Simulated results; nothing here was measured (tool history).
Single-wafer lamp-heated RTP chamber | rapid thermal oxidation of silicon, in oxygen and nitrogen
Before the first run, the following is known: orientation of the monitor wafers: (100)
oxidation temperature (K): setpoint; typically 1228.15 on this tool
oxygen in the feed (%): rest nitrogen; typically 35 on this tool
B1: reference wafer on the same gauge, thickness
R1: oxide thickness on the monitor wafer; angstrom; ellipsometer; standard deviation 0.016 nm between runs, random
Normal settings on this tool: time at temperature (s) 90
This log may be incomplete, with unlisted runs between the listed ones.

run 1 hour=0.0 | oxidation_temperature_(K)=1228.15 time_at_temperature_(s)=90 oxygen_in_the_feed_(%)=35 | B1=4.227 | R1=37.38
-- hour=80.0 pyrometer window cleaned and pyrometer calibrated
run 2 hour=306.2 | oxidation_temperature_(K)=1228.15 time_at_temperature_(s)=90 oxygen_in_the_feed_(%)=35 | B1=4.214 | R1=37.52
run 3 hour=387.2 | oxidation_temperature_(K)=1228.15 time_at_temperature_(s)=90 oxygen_in_the_feed_(%)=35 | B1=4.214 | R1=37.43
run 4 hour=464.8 | oxidation_temperature_(K)=1228.15 time_at_temperature_(s)=90 oxygen_in_the_feed_(%)=35 | B1=4.203 | R1=37.17
run 5 hour=523.3 | oxidation_temperature_(K)=1228.15 time_at_temperature_(s)=90 oxygen_in_the_feed_(%)=35 | B1=4.211 | R1=37.30
-- hour=558.5 pyrometer window cleaned and pyrometer calibrated
run 6 hour=584.4 | oxidation_temperature_(K)=1228.15 time_at_temperature_(s)=90 oxygen_in_the_feed_(%)=35 | B1=4.202 | R1=37.13
run 7 hour=630.4 | oxidation_temperature_(K)=1228.15 time_at_temperature_(s)=90 oxygen_in_the_feed_(%)=35 | B1=4.202 | R1=36.89
run 8 hour=722.1 | oxidation_temperature_(K)=1228.15 time_at_temperature_(s)=90 oxygen_in_the_feed_(%)=35 | B1=4.195 | R1=37.28
run 9 hour=766.0 | oxidation_temperature_(K)=1228.15 time_at_temperature_(s)=90 oxygen_in_the_feed_(%)=35 | B1=4.199 | R1=37.16
run 10 hour=821.9 | oxidation_temperature_(K)=1205.15 time_at_temperature_(s)=90 oxygen_in_the_feed_(%)=35 | B1=4.189 | R1=32.46
run 11 hour=902.7 | oxidation_temperature_(K)=1205.15 time_at_temperature_(s)=90 oxygen_in_the_feed_(%)=35 | B1=4.185 | R1=32.50
run 12 hour=959.3 | oxidation_temperature_(K)=1228.15 time_at_temperature_(s)=90 oxygen_in_the_feed_(%)=35 | B1=4.184 | R1=37.16
run 13 hour=1009.9 | oxidation_temperature_(K)=1228.15 time_at_temperature_(s)=90 oxygen_in_the_feed_(%)=35 | B1=4.185 | R1=37.06
-- hour=1039.5 gauge calibrated
run 14 hour=1050.3 | oxidation_temperature_(K)=1228.15 time_at_temperature_(s)=90 oxygen_in_the_feed_(%)=35 | B1=4.288 | R1=37.81
-- hour=1075.2 pyrometer window cleaned and pyrometer calibrated
run 15 hour=1134.1 | oxidation_temperature_(K)=1228.15 time_at_temperature_(s)=90 oxygen_in_the_feed_(%)=35 | B1=4.286 | R1=38.16
run 16 hour=1173.9 | oxidation_temperature_(K)=1228.15 time_at_temperature_(s)=90 oxygen_in_the_feed_(%)=35 | B1=4.288 | R1=38.06
run 17 hour=1222.7 | oxidation_temperature_(K)=1228.15 time_at_temperature_(s)=63 oxygen_in_the_feed_(%)=35 | B1=4.284 | R1=33.60
run 18 hour=1293.4 | oxidation_temperature_(K)=1228.15 time_at_temperature_(s)=101 oxygen_in_the_feed_(%)=35 | B1=4.281 | R1=39.18
run 19 hour=1345.9 | oxidation_temperature_(K)=1228.15 time_at_temperature_(s)=90 oxygen_in_the_feed_(%)=35 | B1=4.275 | R1=37.81
run 20 hour=1451.3 | oxidation_temperature_(K)=1228.15 time_at_temperature_(s)=90 oxygen_in_the_feed_(%)=35 | B1=4.266 | R1=37.74
run 21 hour=1528.3 | oxidation_temperature_(K)=1209.15 time_at_temperature_(s)=90 oxygen_in_the_feed_(%)=35 | B1=4.265 | R1=33.93
-- hour=1561.0 pyrometer window cleaned and pyrometer calibrated
run 22 hour=1585.2 | oxidation_temperature_(K)=1252.15 time_at_temperature_(s)=123 oxygen_in_the_feed_(%)=17 | B1=4.266 | R1=40.27
run 23 hour=1656.1 | oxidation_temperature_(K)=1212.15 time_at_temperature_(s)=68 oxygen_in_the_feed_(%)=35 | B1=4.260 | R1=31.72
run 24 hour=1735.2 | oxidation_temperature_(K)=1198.15 time_at_temperature_(s)=90 oxygen_in_the_feed_(%)=35 | B1=4.260 | R1=31.99
run 25 hour=1836.1 | oxidation_temperature_(K)=1253.15 time_at_temperature_(s)=124 oxygen_in_the_feed_(%)=17 | B1=4.256 | R1=40.70
run 26 hour=1912.9 | oxidation_temperature_(K)=1228.15 time_at_temperature_(s)=90 oxygen_in_the_feed_(%)=35 | B1=4.248 | R1=37.63
run 27 hour=1961.5 | oxidation_temperature_(K)=1243.15 time_at_temperature_(s)=90 oxygen_in_the_feed_(%)=23 | B1=4.245 | R1=36.84
-- hour=1974.6 oxygen flow controller replaced
run 28 hour=2010.4 | oxidation_temperature_(K)=1228.15 time_at_temperature_(s)=120 oxygen_in_the_feed_(%)=58 | B1=4.244 | R1=49.03
run 29 hour=2116.8 | oxidation_temperature_(K)=1199.15 time_at_temperature_(s)=90 oxygen_in_the_feed_(%)=35 | B1=4.236 | R1=31.79
-- hour=2189.0 pyrometer window cleaned and pyrometer calibrated
run 30 hour=2216.8 | oxidation_temperature_(K)=1228.15 time_at_temperature_(s)=90 oxygen_in_the_feed_(%)=35 | B1=4.240 | R1=37.43
run 31 hour=2255.2 | oxidation_temperature_(K)=1228.15 time_at_temperature_(s)=90 oxygen_in_the_feed_(%)=35 | B1=4.236 | R1=37.37
run 32 hour=2356.0 | oxidation_temperature_(K)=1207.15 time_at_temperature_(s)=124 oxygen_in_the_feed_(%)=17 | B1=4.225 | R1=31.45
run 33 hour=2435.1 | oxidation_temperature_(K)=1228.15 time_at_temperature_(s)=90 oxygen_in_the_feed_(%)=35 | B1=4.229 | R1=37.57
run 34 hour=2699.4 | oxidation_temperature_(K)=1228.15 time_at_temperature_(s)=90 oxygen_in_the_feed_(%)=35 | B1=4.214 | R1=37.24
-- hour=2713.4 pyrometer window cleaned and pyrometer calibrated
run 35 hour=2787.0 | oxidation_temperature_(K)=1248.15 time_at_temperature_(s)=90 oxygen_in_the_feed_(%)=35 | B1=4.209 | R1=41.93

What if the next run were any one of these 3? Each begins from the tool's condition after run 35:
run A hour=2787.4 | oxidation_temperature_(K)=1228.15 time_at_temperature_(s)=45 oxygen_in_the_feed_(%)=35 | B1=? | R1=?
run B hour=2787.4 | oxidation_temperature_(K)=1228.15 time_at_temperature_(s)=105 oxygen_in_the_feed_(%)=60 | B1=? | R1=?
run C hour=2787.4 | oxidation_temperature_(K)=1228.15 time_at_temperature_(s)=119 oxygen_in_the_feed_(%)=35 | B1=? | R1=?

run=A B1=4.204 R1=29.72
run=B B1=4.204 R1=46.40
run=C B1=4.204 R1=41.40
Without the tool's unlogged condition, the same runs would have read:
run=A R1=30.46
run=B R1=47.54
run=C R1=42.43
